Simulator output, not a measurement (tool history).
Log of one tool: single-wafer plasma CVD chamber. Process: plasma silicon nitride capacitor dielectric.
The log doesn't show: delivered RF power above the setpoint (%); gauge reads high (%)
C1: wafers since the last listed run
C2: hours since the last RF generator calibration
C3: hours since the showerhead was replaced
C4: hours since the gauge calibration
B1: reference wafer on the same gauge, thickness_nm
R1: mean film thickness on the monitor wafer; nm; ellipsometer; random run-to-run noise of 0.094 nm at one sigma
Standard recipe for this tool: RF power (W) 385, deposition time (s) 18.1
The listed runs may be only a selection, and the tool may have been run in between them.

Run 1, day 0.000: usual settings; C1 0; C2 1700.8; C3 5839.9; C4 638.8; B1 24.878. Result: R1 22.218 nm.
Run 2, day 2.954: usual settings but RF power (W) 420, deposition time (s) 19.4; C1 1780; C2 1771.7; C3 5910.8; C4 709.7; B1 24.911. Result: R1 24.834 nm.
Run 3, day 5.142: usual settings; C1 1318; C2 1824.2; C3 5963.3; C4 762.2; B1 24.939. Result: R1 22.427 nm.
Run 4, day 6.617: usual settings; C1 888; C2 1859.6; C3 5998.7; C4 797.6; B1 24.909. Result: R1 22.342 nm.
Run 5, day 9.317: usual settings; C1 1626; C2 1924.4; C3 6063.5; C4 862.4; B1 24.905. Result: R1 22.415 nm.
Run 6, day 10.708: usual settings but RF power (W) 325; C1 838; C2 1957.8; C3 6096.9; C4 895.8; B1 24.900. Result: R1 20.761 nm.
At day 11.138: gauge calibrated.
Run 7, day 13.379: usual settings but RF power (W) 325; C1 1609; C2 2021.9; C3 6161.0; C4 53.8; B1 24.861. Result: R1 20.952 nm.
Run 8, day 15.483: usual settings but deposition time (s) 16.4; C1 1267; C2 2072.4; C3 6211.5; C4 104.3; B1 24.883. Result: R1 20.307 nm.
Run 9, day 17.608: usual settings; C1 1280; C2 2123.4; C3 6262.5; C4 155.3; B1 24.882. Result: R1 22.308 nm.
Run 10, day 20.346: usual settings; C1 1649; C2 2189.1; C3 6328.2; C4 221.0; B1 24.887. Result: R1 22.333 nm.
At day 21.438: RF generator calibrated.
Run 11, day 21.812: usual settings; C1 682; C2 9.0; C3 6363.4; C4 256.2; B1 24.883. Result: R1 23.233 nm.
Run 12, day 23.358: usual settings but RF power (W) 350; C1 931; C2 46.1; C3 6400.5; C4 293.3; B1 24.862. Result: R1 22.272 nm.
Run 13, day 26.075: usual settings; C1 1637; C2 111.3; C3 6465.7; C4 358.5; B1 24.913. Result: R1 23.087 nm.
Run 14, day 27.292: usual settings but RF power (W) 435, deposition time (s) 15.7; C1 733; C2 140.5; C3 6494.9; C4 387.7; B1 24.899. Result: R1 21.047 nm.
Run 15, day 29.558: usual settings but deposition time (s) 20.4; C1 1365; C2 194.9; C3 6549.3; C4 442.1; B1 24.895. Result: R1 25.868 nm.
Run 16, day 32.133: usual settings but RF power (W) 455, deposition time (s) 14.5; C1 1551; C2 256.7; C3 6611.1; C4 503.9; B1 24.887. Result: R1 19.586 nm.
Run 17, day 33.646: usual settings; C1 911; C2 293.0; C3 6647.4; C4 540.2; B1 24.910. Result: R1 22.920 nm.
Run 18, day 37.879: usual settings; C1 2550; C2 394.6; C3 6749.0; C4 641.8; B1 24.909. Result: R1 22.957 nm.
At day 39.854: showerhead replaced, of another model than before.
Run 19, day 40.329: usual settings but RF power (W) 450, deposition time (s) 19.3; C1 1275; C2 453.4; C3 11.4; C4 700.6; B1 24.902. Result: R1 26.265 nm.
Run 20, day 42.979: usual settings but RF power (W) 320, deposition time (s) 14.5; C1 1596; C2 517.0; C3 75.0; C4 764.2; B1 24.878. Result: R1 15.998 nm.
Run 21, day 45.421: usual settings but RF power (W) 350, deposition time (s) 20.8; C1 1471; C2 575.6; C3 133.6; C4 822.8; B1 24.903. Result: R1 24.462 nm.
At day 46.625: gauge calibrated.
Run 22, day 48.050: usual settings; C1 1584; C2 638.7; C3 196.7; C4 34.2; B1 24.907. Result: R1 22.484 nm.
Run 23, day 50.425: usual settings but RF power (W) 340, deposition time (s) 15.6; C1 1431; C2 695.7; C3 253.7; C4 91.2; B1 24.912. Result: R1 17.833 nm.
Run 24, day 52.958: usual settings but RF power (W) 420, deposition time (s) 20.1; C1 1526; C2 756.5; C3 314.5; C4 152.0; B1 24.875. Result: R1 26.160 nm.
Run 25, day 54.912: usual settings; C1 1177; C2 803.4; C3 361.4; C4 198.9; B1 24.883. Result: R1 22.436 nm.
Run 26, day 56.642: usual settings; C1 1041; C2 844.9; C3 402.9; C4 240.4; B1 24.857. Result: R1 22.213 nm.
Run 27, day 58.729: usual settings but RF power (W) 315, deposition time (s) 21.6; C1 1257; C2 895.0; C3 453.0; C4 290.5; B1 24.875. Result: R1 23.014 nm.

5 ways to go on from here, each from the tool as it stands after run 27. What would each give?
Run A, day 58.746: usual settings; C1 10; C2 895.4; C3 453.4; C4 290.9; B1 ?. Result: R1 ?.
Run B, day 58.746: usual settings but RF power (W) 415, deposition time (s) 15.4; C1 10; C2 895.4; C3 453.4; C4 290.9; B1 ?. Result: R1 ?.
Run C, day 58.746: usual settings but RF power (W) 440, deposition time (s) 15.9; C1 10; C2 895.4; C3 453.4; C4 290.9; B1 ?. Result: R1 ?.
Run D, day 58.746: usual settings but deposition time (s) 14.6; C1 10; C2 895.4; C3 453.4; C4 290.9; B1 ?. Result: R1 ?.
Run E, day 58.746: usual settings but RF power (W) 440; C1 10; C2 895.4; C3 453.4; C4 290.9; B1 ?. Result: R1 ?.

run      B1      R1
  A  24.897  22.303
  B  24.897  19.840
  C  24.897  21.164
  D  24.897  17.990
  E  24.897  24.092
Stripped of hidden state, with their random variation kept, the same runs would have yielded:
run      R1
  A  23.156
  B  20.599
  C  21.973
  D  18.678
  E  25.014
